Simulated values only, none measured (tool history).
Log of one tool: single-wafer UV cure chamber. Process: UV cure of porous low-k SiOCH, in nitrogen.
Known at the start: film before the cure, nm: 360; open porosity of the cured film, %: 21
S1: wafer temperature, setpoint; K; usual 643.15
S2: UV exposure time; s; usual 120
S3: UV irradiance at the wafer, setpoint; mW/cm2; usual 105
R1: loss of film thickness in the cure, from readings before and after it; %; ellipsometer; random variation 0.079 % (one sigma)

{"run": 1, "day": 0.0, "S1": 643.15, "S2": 75, "S3": 105, "R1": 6.537}
{"day": 7.879, "done": "quartz window cleaned"}
{"run": 2, "day": 12.333, "S1": 643.15, "S2": 75, "S3": 105, "R1": 6.479}
{"run": 3, "day": 14.425, "S1": 656.15, "S2": 120, "S3": 105, "R1": 8.611}
{"run": 4, "day": 16.288, "S1": 656.15, "S2": 120, "S3": 105, "R1": 8.336}
{"day": 20.467, "done": "quartz window cleaned"}
{"run": 5, "day": 20.596, "S1": 656.15, "S2": 120, "S3": 105, "R1": 7.896}
{"run": 6, "day": 24.771, "S1": 643.15, "S2": 120, "S3": 79, "R1": 6.602}
{"run": 7, "day": 27.492, "S1": 643.15, "S2": 120, "S3": 79, "R1": 6.411}
{"run": 8, "day": 30.875, "S1": 643.15, "S2": 120, "S3": 79, "R1": 6.299}
{"run": 9, "day": 32.404, "S1": 643.15, "S2": 120, "S3": 105, "R1": 7.244}

Run 10 comes next. What will it give?
{"day": 33.096, "done": "quartz window cleaned, repeated, since the last time left the tool worse"}
{"run": 10, "day": 36.596, "S1": 637.15, "S2": 120, "S3": 105, "R1": "?"}

Run 10 gave R1 8.283 %.
Without the tool's hidden state the same run would have given R1 8.327 %.
